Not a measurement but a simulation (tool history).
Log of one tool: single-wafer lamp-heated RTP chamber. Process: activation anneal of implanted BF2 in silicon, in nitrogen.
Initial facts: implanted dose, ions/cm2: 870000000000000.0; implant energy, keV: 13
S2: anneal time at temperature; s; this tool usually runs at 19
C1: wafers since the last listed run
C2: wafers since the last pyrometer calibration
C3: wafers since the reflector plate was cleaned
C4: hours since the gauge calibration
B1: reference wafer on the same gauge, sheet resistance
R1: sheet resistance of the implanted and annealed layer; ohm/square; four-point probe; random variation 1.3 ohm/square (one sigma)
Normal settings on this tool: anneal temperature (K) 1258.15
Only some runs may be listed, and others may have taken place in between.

{"run": 1, "hour": 0.0, "anneal temperature (K)": 1258.15, "S2": 19, "C1": 0, "C2": 1158, "C3": 4423, "C4": 2433.2, "B1": 213.85, "R1": 254.62}
{"run": 2, "hour": 76.2, "anneal temperature (K)": 1258.15, "S2": 19, "C1": 1232, "C2": 2390, "C3": 5656, "C4": 2509.4, "B1": 214.22, "R1": 252.85}
{"run": 3, "hour": 131.9, "anneal temperature (K)": 1258.15, "S2": 19, "C1": 900, "C2": 3291, "C3": 6556, "C4": 2565.1, "B1": 214.12, "R1": 252.33}
{"run": 4, "hour": 221.3, "anneal temperature (K)": 1234.15, "S2": 27, "C1": 1445, "C2": 4737, "C3": 8002, "C4": 2654.5, "B1": 214.01, "R1": 292.3}
{"run": 5, "hour": 294.6, "anneal temperature (K)": 1234.15, "S2": 27, "C1": 1185, "C2": 5922, "C3": 9187, "C4": 2727.8, "B1": 213.83, "R1": 289.36}
{"run": 6, "hour": 337.4, "anneal temperature (K)": 1234.15, "S2": 27, "C1": 692, "C2": 6614, "C3": 9880, "C4": 2770.6, "B1": 214, "R1": 287.79}
{"hour": 639.6, "done": "reflector plate cleaned"}
{"run": 7, "hour": 659.7, "anneal temperature (K)": 1258.15, "S2": 19, "C1": 5082, "C2": 11697, "C3": 325, "C4": 3092.9, "B1": 213.97, "R1": 247.3}
{"hour": 677.8, "done": "pyrometer window cleaned and pyrometer calibrated"}
{"run": 8, "hour": 698.2, "anneal temperature (K)": 1258.15, "S2": 19, "C1": 493, "C2": 329, "C3": 818, "C4": 3131.4, "B1": 214.01, "R1": 256.34}
{"run": 9, "hour": 771.0, "anneal temperature (K)": 1258.15, "S2": 19, "C1": 1177, "C2": 1506, "C3": 1995, "C4": 3204.2, "B1": 213.83, "R1": 254.04}
{"run": 10, "hour": 871.4, "anneal temperature (K)": 1258.15, "S2": 19, "C1": 1623, "C2": 3129, "C3": 3619, "C4": 3304.6, "B1": 213.98, "R1": 253.65}
{"run": 11, "hour": 914.0, "anneal temperature (K)": 1258.15, "S2": 19, "C1": 688, "C2": 3818, "C3": 4308, "C4": 3347.2, "B1": 214.08, "R1": 253.17}
{"run": 12, "hour": 999.3, "anneal temperature (K)": 1258.15, "S2": 19, "C1": 1379, "C2": 5198, "C3": 5687, "C4": 3432.5, "B1": 214.32, "R1": 251.79}
{"run": 13, "hour": 1099.0, "anneal temperature (K)": 1258.15, "S2": 19, "C1": 1612, "C2": 6810, "C3": 7299, "C4": 3532.2, "B1": 213.81, "R1": 250.9}
{"run": 14, "hour": 1137.3, "anneal temperature (K)": 1258.15, "S2": 19, "C1": 619, "C2": 7429, "C3": 7919, "C4": 3570.5, "B1": 214.24, "R1": 252.88}
{"run": 15, "hour": 1177.4, "anneal temperature (K)": 1258.15, "S2": 19, "C1": 648, "C2": 8078, "C3": 8567, "C4": 3610.6, "B1": 213.86, "R1": 250.69}
{"hour": 1226.5, "done": "gauge calibrated"}
{"run": 16, "hour": 1242.4, "anneal temperature (K)": 1258.15, "S2": 11, "C1": 1051, "C2": 9129, "C3": 9618, "C4": 15.9, "B1": 213.79, "R1": 268.09}
{"run": 17, "hour": 1327.9, "anneal temperature (K)": 1258.15, "S2": 11, "C1": 1382, "C2": 10512, "C3": 11001, "C4": 101.4, "B1": 214, "R1": 270.33}
{"hour": 1369.2, "done": "pyrometer window cleaned and pyrometer calibrated"}
{"run": 18, "hour": 1382.6, "anneal temperature (K)": 1258.15, "S2": 11, "C1": 755, "C2": 216, "C3": 11756, "C4": 156.1, "B1": 214.25, "R1": 277.52}
{"run": 19, "hour": 1483.5, "anneal temperature (K)": 1258.15, "S2": 19, "C1": 1631, "C2": 1848, "C3": 13388, "C4": 257, "B1": 214.15, "R1": 251.28}
{"run": 20, "hour": 1524.4, "anneal temperature (K)": 1238.15, "S2": 19, "C1": 661, "C2": 2509, "C3": 14049, "C4": 297.9, "B1": 214.04, "R1": 299.06}
{"run": 21, "hour": 1580.7, "anneal temperature (K)": 1258.15, "S2": 19, "C1": 910, "C2": 3419, "C3": 14960, "C4": 354.2, "B1": 213.97, "R1": 251.1}
{"hour": 1637.7, "done": "reflector plate cleaned"}
{"run": 22, "hour": 1655.5, "anneal temperature (K)": 1258.15, "S2": 19, "C1": 1080, "C2": 4500, "C3": 287, "C4": 429, "B1": 214.03, "R1": 253.65}

The next listed run, before its measurement:
{"run": 23, "hour": 1716.3, "anneal temperature (K)": 1234.15, "S2": 27, "C1": 983, "C2": 5483, "C3": 1270, "C4": 489.8, "B1": "?", "R1": "?"}

{"run 23": {"B1": 213.75, "R1": 288.12}}
The same run, on a tool lacking any hidden state, would have yielded R1 293.41 ohm/square.

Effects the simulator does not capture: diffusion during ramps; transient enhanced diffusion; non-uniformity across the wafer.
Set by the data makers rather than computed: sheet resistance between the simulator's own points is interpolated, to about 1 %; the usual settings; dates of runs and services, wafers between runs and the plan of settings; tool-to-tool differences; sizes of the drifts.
